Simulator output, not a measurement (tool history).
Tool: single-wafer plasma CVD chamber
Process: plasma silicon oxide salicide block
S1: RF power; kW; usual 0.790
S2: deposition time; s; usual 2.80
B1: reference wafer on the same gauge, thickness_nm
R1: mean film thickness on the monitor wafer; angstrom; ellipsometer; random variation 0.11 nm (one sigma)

run	day	S1	S2	B1	R1
1	0.000	0.790	2.80	28.863	301.82
2	2.938	0.895	2.80	28.958	314.55
3	5.779	0.880	2.80	28.887	312.36
4	8.779	0.790	2.80	28.901	301.02
5	11.104	0.790	2.80	28.910	300.31
6	14.700	0.900	2.80	28.866	314.46
7	17.304	0.900	2.80	28.911	314.79
8	18.871	0.790	2.94	28.907	313.50
9	21.317	0.845	2.80	28.910	306.25
10	25.246	0.845	2.80	28.910	308.57
11	28.054	0.790	2.80	28.921	298.61
12	32.033	0.790	2.80	28.850	299.62
13	34.100	0.710	2.65	28.908	269.91
14	43.338	0.790	2.80	28.902	297.92
15	46.562	0.790	2.80	28.926	298.82
16	49.342	0.790	2.80	28.958	298.21
17	52.392	0.790	2.80	28.942	297.12
18	54.154	0.790	2.80	28.858	298.70
19	65.921	0.790	3.00	28.915	319.18
20	73.850	0.660	2.38	28.901	234.00
21	76.408	0.650	3.22	28.931	324.19
22	79.746	0.910	2.54	28.897	291.85
23	83.967	0.730	2.26	28.903	237.18
24	86.033	0.790	2.80	28.878	303.80
25	87.971	0.830	2.44	28.900	270.00
26	91.408	0.790	2.80	28.928	303.61
27	94.862	0.790	2.80	28.895	301.47
28	99.304	0.650	2.27	28.893	224.72
29	111.158	0.790	2.80	28.907	299.68
30	113.954	0.865	2.30	28.909	256.80
31	115.546	0.695	3.19	28.855	324.33
32	119.750	0.790	2.80	28.899	301.18
33	121.983	0.790	2.80	28.891	298.86
34	124.908	0.790	3.15	28.896	336.70
35	126.629	0.890	3.05	28.892	342.43
36	131.021	0.790	2.80	28.913	297.36
37	134.392	0.835	2.80	28.916	305.49

Taken out of this log: 4 entries between the listed runs. Where each belongs, and how the hidden state differs across it:
Between runs 9 and 10: gauge calibrated (day 21.500)
  delivered RF power above the setpoint (%): -5.68 -> -5.88
  measured less the result without the state, R1: -7.17 -> -7.49 angstrom
Between runs 20 and 21: RF generator calibrated (day 74.271)
  delivered RF power above the setpoint (%): -7.1 -> -0.688
  measured less the result without the state, R1: -6.94 -> -0.88 angstrom
Between runs 25 and 26: gauge calibrated (day 91.317)
  delivered RF power above the setpoint (%): -2.61 -> -3.06
  measured less the result without the state, R1: -2.83 -> -3.74 angstrom
Between runs 26 and 27: showerhead replaced (day 92.596)
  delivered RF power above the setpoint (%): -3.06 -> -3.47
  measured less the result without the state, R1: -3.74 -> -4.23 angstrom

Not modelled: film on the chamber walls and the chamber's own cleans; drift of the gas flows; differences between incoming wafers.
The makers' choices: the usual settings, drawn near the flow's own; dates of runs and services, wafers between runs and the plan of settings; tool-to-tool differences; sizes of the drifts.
